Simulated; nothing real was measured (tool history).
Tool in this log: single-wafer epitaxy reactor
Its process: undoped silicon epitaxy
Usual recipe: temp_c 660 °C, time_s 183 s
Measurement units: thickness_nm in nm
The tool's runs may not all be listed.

run,day,temp_c,time_s,wafers since the last listed run,hours since the last pyrometer calibration,hours since the gauge calibration,"read-back reference wafer on the same gauge, thickness_nm",thickness_nm
1,0.000,660,201,0,1917.4,290.2,31.612,41.518
2,1.175,660,201,216,1945.6,318.4,31.591,41.512
3,2.296,660,201,206,1972.5,345.3,31.600,41.538
4,3.646,660,183,249,2004.9,377.7,31.595,37.833
5,4.296,660,183,119,2020.5,393.3,31.586,37.752
6,5.633,660,200,246,2052.6,425.4,31.611,41.289
7,6.521,660,183,163,2073.9,446.7,31.602,37.805
8,7.633,660,183,205,2100.6,473.4,31.620,37.664
9,9.650,660,183,372,2149.0,521.8,31.587,37.763
10,14.038,660,183,809,2254.3,627.1,31.595,37.786
11,15.383,665,193,248,2286.6,659.4,31.606,44.742
12,15.983,665,193,110,2301.0,673.8,31.595,44.916
13,17.100,660,183,206,2327.8,700.6,31.612,37.805
14,18.129,660,183,189,2352.5,725.3,31.587,37.716
15,19.496,660,183,252,2385.3,758.1,31.593,37.713
# day 21.546: gauge calibrated
16,21.633,660,167,394,2436.6,2.1,31.582,34.323
17,22.642,660,183,186,2460.8,26.3,31.596,37.856
18,23.838,660,183,220,2489.5,55.0,31.605,37.789
19,25.262,660,183,263,2523.7,89.2,31.595,37.693
20,26.192,660,183,171,2546.0,111.5,31.591,37.671
21,27.158,665,203,178,2569.2,134.7,31.588,47.156
22,28.362,665,203,222,2598.1,163.6,31.605,47.431
23,29.188,660,183,152,2617.9,183.4,31.598,37.733
24,29.862,675,183,124,2634.1,199.6,31.581,53.771
25,30.783,652,195,169,2656.2,221.7,31.595,32.979
26,31.442,660,183,121,2672.0,237.5,31.598,37.671
27,32.729,660,183,237,2702.9,268.4,31.601,37.551
28,34.000,650,150,234,2733.4,298.9,31.616,24.162
29,35.392,665,200,256,2766.8,332.3,31.603,46.531
30,35.946,660,183,102,2780.1,345.6,31.617,37.776
31,36.962,660,209,187,2804.5,370.0,31.583,43.079
32,37.738,655,203,143,2823.1,388.6,31.607,37.075
33,38.542,647,183,148,2842.4,407.9,31.605,27.379
# day 39.142: pyrometer calibrated
34,39.183,672,206,56,1.0,423.3,31.614,58.368
35,40.042,660,155,158,21.6,443.9,31.599,33.006
36,41.104,664,217,196,47.1,469.4,31.598,50.830
37,41.888,652,183,144,65.9,488.2,31.597,31.948
38,43.162,660,183,235,96.5,518.8,31.592,38.793
39,44.146,660,183,181,120.1,542.4,31.593,38.975
40,44.700,667,150,102,133.4,555.7,31.600,37.684
41,45.317,645,163,113,148.2,570.5,31.600,23.888
42,46.254,675,170,173,170.7,593.0,31.606,51.295
43,46.838,660,166,107,184.7,607.0,31.611,35.075
44,47.675,655,183,154,204.8,627.1,31.601,34.298
45,48.704,660,183,189,229.5,651.8,31.609,38.785
46,49.838,660,183,209,256.7,679.0,31.598,38.577
47,50.738,660,183,166,278.3,700.6,31.586,38.696

For some of the steps in thickness_nm from one run to the next: how much would appear even if the tool had no hidden state, given the settings, what came in and random variation, and how much remains for the hidden state plus any gauge scatter that the measured result and the result without hidden state don't share?
Hidden state at play: wafer temperature above the value expected at the setpoint (K); gauge reads high (%).
Run 24 -> 25: temp_c 675 -> 652, time_s 183 -> 195. thickness_nm -20.792 nm: hidden state +0.555, all else -21.347.
Run 28 -> 29: temp_c 650 -> 665, time_s 150 -> 200. thickness_nm +22.369 nm: hidden state -0.656, all else +23.025.
Run 33 -> 34: temp_c 647 -> 672, time_s 183 -> 206, pyrometer calibrated. thickness_nm +30.989 nm: hidden state +0.967, all else +30.022.
Run 34 -> 35: temp_c 672 -> 660, time_s 206 -> 155. thickness_nm -25.362 nm: hidden state -0.058, all else -25.304.
Run 41 -> 42: temp_c 645 -> 675, time_s 163 -> 170. thickness_nm +27.407 nm: hidden state -0.093, all else +27.500.
